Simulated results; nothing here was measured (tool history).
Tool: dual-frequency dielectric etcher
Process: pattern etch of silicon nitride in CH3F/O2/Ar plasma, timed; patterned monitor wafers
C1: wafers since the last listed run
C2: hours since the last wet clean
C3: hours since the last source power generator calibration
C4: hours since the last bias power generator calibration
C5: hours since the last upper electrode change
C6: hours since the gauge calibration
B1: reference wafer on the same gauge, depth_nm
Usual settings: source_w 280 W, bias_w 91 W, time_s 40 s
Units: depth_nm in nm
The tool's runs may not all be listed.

Run 1, hour 0: usual settings but source_w 240 W; C1 0; C2 289.5; C3 3087.4; C4 1517; C5 5013.3; C6 117.5; B1 25.31. Result: depth_nm 24.56 nm.
Run 2, hour 12.6: usual settings; C1 140; C2 302.1; C3 3100; C4 1529.6; C5 5025.9; C6 130.1; B1 25.31. Result: depth_nm 25.36 nm.
Run 3, hour 26.2: usual settings; C1 151; C2 315.7; C3 3113.6; C4 1543.2; C5 5039.5; C6 143.7; B1 25.3. Result: depth_nm 25.31 nm.
Run 4, hour 42.8: usual settings but bias_w 107 W; C1 185; C2 332.3; C3 3130.2; C4 1559.8; C5 5056.1; C6 160.3; B1 25.31. Result: depth_nm 26.76 nm.
Run 5, hour 143.6: usual settings; C1 1125; C2 433.1; C3 3231; C4 1660.6; C5 5156.9; C6 261.1; B1 25.32. Result: depth_nm 24.97 nm.
Run 6, hour 170.2: usual settings; C1 296; C2 459.7; C3 3257.6; C4 1687.2; C5 5183.5; C6 287.7; B1 25.3. Result: depth_nm 25.07 nm.
At hour 220.4: source power generator calibrated.
At hour 230.1: wet clean of the chamber.
Run 7, hour 241: usual settings; C1 637; C2 10.9; C3 20.6; C4 1758; C5 5254.3; C6 358.5; B1 25.29. Result: depth_nm 26.54 nm.
Run 8, hour 276.5: usual settings but bias_w 73 W, time_s 30 s; C1 396; C2 46.4; C3 56.1; C4 1793.5; C5 5289.8; C6 394; B1 25.28. Result: depth_nm 18.35 nm.
At hour 295.6: bias power generator calibrated.
Run 9, hour 296.1: usual settings; C1 174; C2 66; C3 75.7; C4 0.5; C5 5309.4; C6 413.6; B1 25.31. Result: depth_nm 26.36 nm.
At hour 326.7: upper electrode replaced.
Run 10, hour 327.2: usual settings but time_s 37 s; C1 79; C2 97.1; C3 106.8; C4 31.6; C5 0.5; C6 444.7; B1 25.31. Result: depth_nm 24.31 nm.
At hour 329.4: gauge calibrated.
Run 11, hour 342: usual settings but source_w 230 W, bias_w 78 W; C1 165; C2 111.9; C3 121.6; C4 46.4; C5 15.3; C6 12.6; B1 25.3. Result: depth_nm 23.71 nm.
Run 12, hour 361.3: usual settings but bias_w 81 W, time_s 47 s; C1 215; C2 131.2; C3 140.9; C4 65.7; C5 34.6; C6 31.9; B1 25.28. Result: depth_nm 29.66 nm.
Run 13, hour 389.7: usual settings but bias_w 107 W; C1 316; C2 159.6; C3 169.3; C4 94.1; C5 63; C6 60.3; B1 25.28. Result: depth_nm 27.7 nm.
Run 14, hour 409.6: usual settings but time_s 45 s; C1 222; C2 179.5; C3 189.2; C4 114; C5 82.9; C6 80.2; B1 25.29. Result: depth_nm 29.29 nm.

Forecast run 15:
Run 15, hour 442.2: usual settings; C1 363; C2 212.1; C3 221.8; C4 146.6; C5 115.5; C6 112.8; B1 ?. Result: depth_nm ?.

{"run 15": {"B1": 25.29, "depth_nm": 26.05}}
Without the tool's hidden state the same run would have given depth_nm 26.57 nm.
